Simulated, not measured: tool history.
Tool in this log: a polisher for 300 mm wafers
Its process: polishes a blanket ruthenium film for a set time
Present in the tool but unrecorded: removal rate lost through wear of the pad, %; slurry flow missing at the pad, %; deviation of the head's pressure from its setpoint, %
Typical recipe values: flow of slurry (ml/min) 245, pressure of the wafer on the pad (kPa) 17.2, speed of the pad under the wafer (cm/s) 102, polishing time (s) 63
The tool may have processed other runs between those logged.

| run | day | flow of slurry (ml/min) | pressure of the wafer on the pad (kPa) | speed of the pad under the wafer (cm/s) | polishing time (s) | wafers since the last listed run | wafers polished on this pad | hours since the slurry nozzle was cleaned | hours since the head pressure was calibrated | incoming thickness of the incoming film, nm | film removed (nm) |
|---|---|---|---|---|---|---|---|---|---|---|---|
| 1 | 0 | 245 | 17.2 | 102 | 63 | 0 | 739 | 49.3 | 46.5 | 435.2 | 88.6 |
| 2 | 3.167 | 245 | 17.2 | 102 | 63 | 711 | 1451 | 125.3 | 122.5 | 426.8 | 88.5 |
| 3 | 6.167 | 245 | 17.2 | 102 | 63 | 674 | 2125 | 197.3 | 194.5 | 428.4 | 85.9 |
|  | 9.021 | worn pad replaced by a new one |
| 4 | 9.858 | 245 | 17.2 | 102 | 71 | 792 | 188 | 285.9 | 283.1 | 428.6 | 96.8 |
| 5 | 11.671 | 245 | 17.2 | 102 | 63 | 407 | 595 | 329.4 | 326.6 | 430.2 | 84.3 |
|  | 14.462 | slurry nozzle cleaned |
| 6 | 15.742 | 245 | 17.2 | 102 | 63 | 905 | 1501 | 30.7 | 424.3 | 432 | 83.1 |
| 7 | 19.067 | 245 | 17.2 | 102 | 63 | 747 | 2248 | 110.5 | 504.1 | 428.2 | 83.5 |
| 8 | 22.483 | 245 | 17.2 | 102 | 63 | 767 | 3016 | 192.5 | 586.1 | 427.8 | 83.6 |
|  | 24.775 | worn pad replaced by a new one |
| 9 | 26.438 | 245 | 17.2 | 102 | 63 | 851 | 373 | 287.4 | 681 | 432 | 82.5 |
| 10 | 30.854 | 245 | 17.2 | 110 | 63 | 992 | 1366 | 393.4 | 787 | 429.8 | 87.3 |
|  | 32.608 | slurry nozzle cleaned |
| 11 | 34.083 | 245 | 17.2 | 110 | 63 | 716 | 2082 | 35.4 | 864.5 | 436.1 | 88 |
| 12 | 37.542 | 320 | 11.7 | 126 | 63 | 777 | 2859 | 118.4 | 947.5 | 432.5 | 72.7 |
|  | 37.733 | worn pad replaced by a new one |
| 13 | 39.233 | 305 | 17.2 | 102 | 63 | 342 | 337 | 159 | 988.1 | 433.4 | 82.3 |
| 14 | 41.096 | 210 | 14.5 | 116 | 57 | 418 | 755 | 203.7 | 1032.8 | 432.7 | 69.7 |
| 15 | 43.275 | 280 | 13.8 | 124 | 54 | 489 | 1245 | 256 | 1085.1 | 436.3 | 69.7 |
|  | 50.525 | slurry nozzle cleaned |
|  | 53.408 | head pressure recalibrated |
|  | 53.817 | worn pad replaced by a new one |
| 16 | 54.892 | 245 | 17.2 | 102 | 63 | 2544 | 241 | 104.8 | 35.6 | 427.4 | 90.6 |
| 17 | 57.467 | 245 | 17.2 | 102 | 63 | 578 | 820 | 166.6 | 97.4 | 439.4 | 89.7 |
| 18 | 59.712 | 245 | 17.2 | 74 | 63 | 504 | 1325 | 220.5 | 151.3 | 426 | 67.3 |
| 19 | 62.704 | 245 | 17.2 | 102 | 63 | 672 | 1997 | 292.3 | 223.1 | 430 | 87.1 |
| 20 | 64.262 | 210 | 22.8 | 76 | 49 | 350 | 2347 | 329.7 | 260.5 | 434.7 | 65.5 |
|  | 66.629 | slurry nozzle cleaned |
| 21 | 68.138 | 190 | 14.5 | 102 | 63 | 861 | 3208 | 36.2 | 353.5 | 425 | 70.9 |
|  | 68.35 | worn pad replaced by a new one |
| 22 | 72.162 | 245 | 17.2 | 102 | 63 | 866 | 856 | 132.8 | 450.1 | 426.5 | 85.2 |

Run-by-run hidden state of the tool:
removal rate lost through wear of the pad, %: 0 in every run
slurry flow missing at the pad, %: 0 in every run
H1: deviation of the head's pressure from its setpoint, %
| run | H1 |
|---|---|
| 1 | -0.968 |
| 2 | -2.92 |
| 3 | -4.46 |
| 4 | -6.01 |
| 5 | -6.65 |
| 6 | -7.86 |
| 7 | -8.65 |
| 8 | -9.31 |
| 9 | -9.93 |
| 10 | -10.5 |
| 11 | -10.8 |
| 12 | -11 |
| 13 | -11.2 |
| 14 | -11.3 |
| 15 | -11.4 |
| 16 | -0.767 |
| 17 | -2.43 |
| 18 | -3.68 |
| 19 | -5.11 |
| 20 | -5.76 |
| 21 | -7.12 |
| 22 | -8.24 |

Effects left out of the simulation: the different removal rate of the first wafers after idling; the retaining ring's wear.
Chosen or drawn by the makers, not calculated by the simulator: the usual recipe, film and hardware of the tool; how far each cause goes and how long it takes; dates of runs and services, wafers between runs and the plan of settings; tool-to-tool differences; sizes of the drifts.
